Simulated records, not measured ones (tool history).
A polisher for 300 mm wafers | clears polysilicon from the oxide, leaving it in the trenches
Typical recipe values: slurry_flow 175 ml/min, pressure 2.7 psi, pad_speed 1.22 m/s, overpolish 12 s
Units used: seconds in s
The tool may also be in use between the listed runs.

run	day	slurry_flow	pressure	pad_speed	overpolish	wafers since the last listed run	wafers polished on this pad	hours since the slurry nozzle was cleaned	hours since the head pressure was calibrated	incoming thickness of the incoming film, nm	seconds
1	0.000	220	2.7	1.22	12	0	1120	279.7	461.0	475.2	25.9
# day 2.608: head pressure recalibrated
2	2.775	220	2.7	1.22	12	748	1868	346.3	4.0	477.5	23.4
3	5.975	175	2.7	1.22	12	889	2757	423.1	80.8	478.8	24.9
# day 7.883: worn pad replaced by a new one
4	8.483	175	2.7	1.22	12	650	166	483.3	141.0	483.5	24.7
5	12.375	175	2.7	1.22	12	1081	1248	576.7	234.4	475.1	25.5
6	14.500	175	2.7	1.22	12	590	1838	627.7	285.4	479.6	25.7
# day 22.179: worn pad replaced by a new one
# day 24.175: slurry nozzle cleaned
7	26.896	175	2.7	1.22	12	3387	1299	65.3	582.9	470.7	26.1
# day 27.117: head pressure recalibrated
8	29.850	135	2.7	1.22	12	798	2097	136.2	65.6	483.5	24.2
9	33.092	175	2.7	1.22	12	901	2998	214.0	143.4	475.1	24.6
10	34.792	175	2.7	1.22	12	472	3470	254.8	184.2	488.2	25.9
# day 35.762: worn pad replaced by a new one
11	39.217	175	2.7	1.22	12	1183	960	361.0	290.4	477.7	24.9
12	43.617	175	2.7	0.86	12	1223	2183	466.6	396.0	476.9	37.3
13	46.321	205	3.2	1.04	7	751	2935	531.5	460.9	476.7	25.8
14	48.246	195	2.7	1.22	15	535	3470	577.7	507.1	478.8	26.5
# day 50.417: head pressure recalibrated
# day 51.246: worn pad replaced by a new one
15	51.267	210	2.7	0.96	12	770	5	650.2	20.4	477.2	28.8
16	54.150	200	2.7	1.22	12	801	807	719.4	89.6	472.7	23.4
# day 55.929: slurry nozzle cleaned
17	57.692	220	2.7	1.36	12	972	1779	42.3	174.6	478.0	22.2
18	59.292	140	3.5	1.62	12	444	2224	80.7	213.0	475.4	14.8
19	61.342	210	3.0	1.22	15	569	2794	129.9	262.2	481.7	22.5
# day 63.475: worn pad replaced by a new one
20	65.525	175	2.7	1.22	12	1116	569	230.3	362.6	471.2	25.4
21	68.758	125	2.7	1.22	12	898	1468	307.9	440.2	476.6	27.5

Each row is a separate what-if for the run after 21, all from the same tool condition, not one after another. Results?
A	68.775	175	2.7	1.22	12	4	1473	308.3	440.6	480.9	?
B	68.775	130	2.0	0.98	16	4	1473	308.3	440.6	480.9	?
C	68.775	175	1.8	1.22	12	4	1473	308.3	440.6	480.9	?
D	68.775	225	2.7	1.00	9	4	1473	308.3	440.6	480.9	?

run	seconds
A	27.2
B	47.1
C	40.8
D	32.4
With no hidden state in the tool, these same runs would have given:
run	seconds
A	24.4
B	42.3
C	36.6
D	29.0

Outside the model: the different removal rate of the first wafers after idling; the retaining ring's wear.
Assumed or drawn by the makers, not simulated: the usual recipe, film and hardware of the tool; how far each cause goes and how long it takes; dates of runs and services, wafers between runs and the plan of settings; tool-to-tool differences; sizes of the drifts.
